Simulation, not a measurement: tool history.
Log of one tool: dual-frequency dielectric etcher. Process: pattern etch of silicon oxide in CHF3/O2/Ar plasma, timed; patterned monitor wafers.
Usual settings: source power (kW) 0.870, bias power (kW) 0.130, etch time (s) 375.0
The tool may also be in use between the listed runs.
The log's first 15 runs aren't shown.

run	hour	source power (kW)	bias power (kW)	etch time (s)	read-back reference wafer on the same gauge, depth_nm	mean etch depth across the wafer (angstrom)
16	219.9	0.650	0.159	375.0	848.6	7448
# hour 231.4: source power generator calibrated
17	234.3	0.870	0.149	375.0	847.2	8199
18	251.3	0.870	0.130	375.0	844.5	7989
19	258.3	0.870	0.160	438.0	846.1	9693
20	272.0	0.680	0.145	305.0	847.7	5974
21	288.0	0.870	0.130	375.0	844.9	7937
22	303.4	0.870	0.130	375.0	846.7	7945
23	309.8	0.870	0.130	375.0	846.5	7931
24	327.7	0.870	0.130	375.0	847.3	7974
25	336.3	1.050	0.109	280.5	847.3	6141
26	346.7	0.800	0.130	431.5	845.9	8844
27	356.4	0.870	0.151	411.5	847.8	8964
28	365.8	0.870	0.130	375.0	845.9	7925
29	376.9	0.870	0.141	375.0	846.5	8092
30	387.9	0.800	0.130	429.0	846.4	8860
31	396.4	0.980	0.121	375.0	845.9	8134

Forecast each of these 3 alternatives for the next run:
A	396.9	0.870	0.130	375.0	?	?
B	396.9	0.790	0.130	457.0	?	?
C	396.9	0.700	0.119	428.5	?	?

run	read-back reference wafer on the same gauge, depth_nm	mean etch depth across the wafer (angstrom)
A	847.1	7884
B	847.1	9247
C	847.1	8102
Without the tool's hidden state the same runs would have given:
run	mean etch depth across the wafer (angstrom)
A	7884
B	9247
C	8102
